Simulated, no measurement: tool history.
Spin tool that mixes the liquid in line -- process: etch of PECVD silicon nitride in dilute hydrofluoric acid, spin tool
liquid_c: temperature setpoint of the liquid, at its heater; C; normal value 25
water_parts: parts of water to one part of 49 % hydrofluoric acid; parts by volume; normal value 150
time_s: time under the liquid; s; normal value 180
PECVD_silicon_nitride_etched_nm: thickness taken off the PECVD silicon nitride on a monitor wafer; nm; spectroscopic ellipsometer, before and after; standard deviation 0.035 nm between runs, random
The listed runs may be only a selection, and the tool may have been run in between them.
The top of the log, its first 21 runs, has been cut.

| run | day | liquid_c | water_parts | time_s | wafers since the last listed run | hours since the thermometer was replaced | hours since the hydrofluoric acid flow meter was replaced | hours since the gauge calibration | read-back film thickness of the PECVD silicon nitride reference wafer, read on the same gauge (nm) | PECVD_silicon_nitride_etched_nm |
|---|---|---|---|---|---|---|---|---|---|---|
| 22 | 41.746 | 27.5 | 150 | 180 | 250 | 512.3 | 189.9 | 849.5 | 89.97 | 6.59 |
| 23 | 43.629 | 23 | 170 | 90 | 288 | 557.5 | 235.1 | 894.7 | 90 | 2.17 |
| 24 | 45.042 | 25 | 185 | 80 | 216 | 591.4 | 269 | 928.6 | 90.01 | 2.04 |
| 25 | 46.304 | 25 | 190 | 275 | 193 | 621.7 | 299.3 | 958.9 | 89.99 | 6.82 |
| 26 | 49.138 | 25 | 220 | 210 | 433 | 689.7 | 367.3 | 1026.9 | 89.99 | 4.51 |
| 27 | 51.675 | 25 | 175 | 225 | 388 | 750.6 | 428.2 | 1087.8 | 90 | 6.16 |
| 28 | 52.7 | 25 | 150 | 180 | 156 | 775.2 | 452.8 | 1112.4 | 89.98 | 5.7 |
| 29 | 55.354 | 25 | 150 | 180 | 406 | 838.9 | 516.5 | 1176.1 | 90.02 | 5.71 |
| 30 | 57.267 | 26.5 | 150 | 135 | 292 | 884.8 | 562.4 | 1222 | 90.03 | 4.73 |
| 31 | 60.112 | 20.5 | 80 | 120 | 435 | 953.1 | 630.7 | 1290.3 | 89.98 | 5.24 |

Each row is a separate what-if for the run after 31, all from the same tool condition, not one after another. Results?
| A | 60.133 | 25 | 150 | 80 | 3 | 953.6 | 631.2 | 1290.8 | ? | ? |
| B | 60.133 | 25 | 215 | 180 | 3 | 953.6 | 631.2 | 1290.8 | ? | ? |
| C | 60.133 | 30 | 150 | 130 | 3 | 953.6 | 631.2 | 1290.8 | ? | ? |
| D | 60.133 | 23.5 | 200 | 145 | 3 | 953.6 | 631.2 | 1290.8 | ? | ? |
| E | 60.133 | 25 | 195 | 180 | 3 | 953.6 | 631.2 | 1290.8 | ? | ? |

| run | read-back film thickness of the PECVD silicon nitride reference wafer, read on the same gauge (nm) | PECVD_silicon_nitride_etched_nm |
|---|---|---|
| A | 89.99 | 2.54 |
| B | 89.99 | 3.99 |
| C | 89.99 | 5.64 |
| D | 89.99 | 3.15 |
| E | 89.99 | 4.4 |
With no hidden state in the tool, these same runs would have given:
| run | PECVD_silicon_nitride_etched_nm |
|---|---|
| A | 2.48 |
| B | 3.9 |
| C | 5.5 |
| D | 3.07 |
| E | 4.29 |
